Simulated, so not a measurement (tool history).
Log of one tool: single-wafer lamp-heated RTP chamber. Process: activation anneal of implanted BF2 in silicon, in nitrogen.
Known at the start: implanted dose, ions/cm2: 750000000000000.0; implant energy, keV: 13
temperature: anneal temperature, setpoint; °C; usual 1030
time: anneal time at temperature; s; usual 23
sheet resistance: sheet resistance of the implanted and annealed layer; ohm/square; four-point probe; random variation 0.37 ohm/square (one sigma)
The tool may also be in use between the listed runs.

run   hour  temperature  time  read-back reference wafer on the same gauge, sheet resistance  sheet resistance
  1    0.0         1037    17                                                         234.03            193.50
  2   15.4         1037    17                                                         233.92            192.82
  3   33.1         1018    33                                                         233.99            192.23
  4   45.3         1018    33                                                         234.02            192.52
  5   59.6         1030    23                                                         234.06            191.84
  6   71.1         1030    23                                                         234.05            191.44
  7   85.7         1030    23                                                         234.07            191.61
  8   92.2         1030    23                                                         233.91            191.94
  9  106.9         1030    23                                                         234.02            191.10
 10  118.6         1030    23                                                         233.91            190.29
 11  134.6         1030    23                                                         233.86            190.97
 12  145.7         1030    20                                                         234.10            194.10
 13  162.6         1030    20                                                         233.93            193.93
     183.3  -- reflector plate cleaned
 14  183.8         1030    23                                                         233.86            198.76
 15  186.9         1030    23                                                         233.98            198.52
 16  195.3         1030    23                                                         234.07            198.44
 17  203.8         1030    23                                                         233.94            198.61
 18  220.7         1042    27                                                         234.02            185.71
     235.5  -- pyrometer window cleaned and pyrometer calibrated
 19  236.0         1030    23                                                         234.02            200.29

What does the tool deliver on the next run?
 20  261.5         1030    23                                                              ?                 ?

{"run 20": {"read-back reference wafer on the same gauge, sheet resistance": 234.01, "sheet resistance": 199.87}}
With no hidden state in the tool, this same run would have given sheet resistance 201.20 ohm/square.

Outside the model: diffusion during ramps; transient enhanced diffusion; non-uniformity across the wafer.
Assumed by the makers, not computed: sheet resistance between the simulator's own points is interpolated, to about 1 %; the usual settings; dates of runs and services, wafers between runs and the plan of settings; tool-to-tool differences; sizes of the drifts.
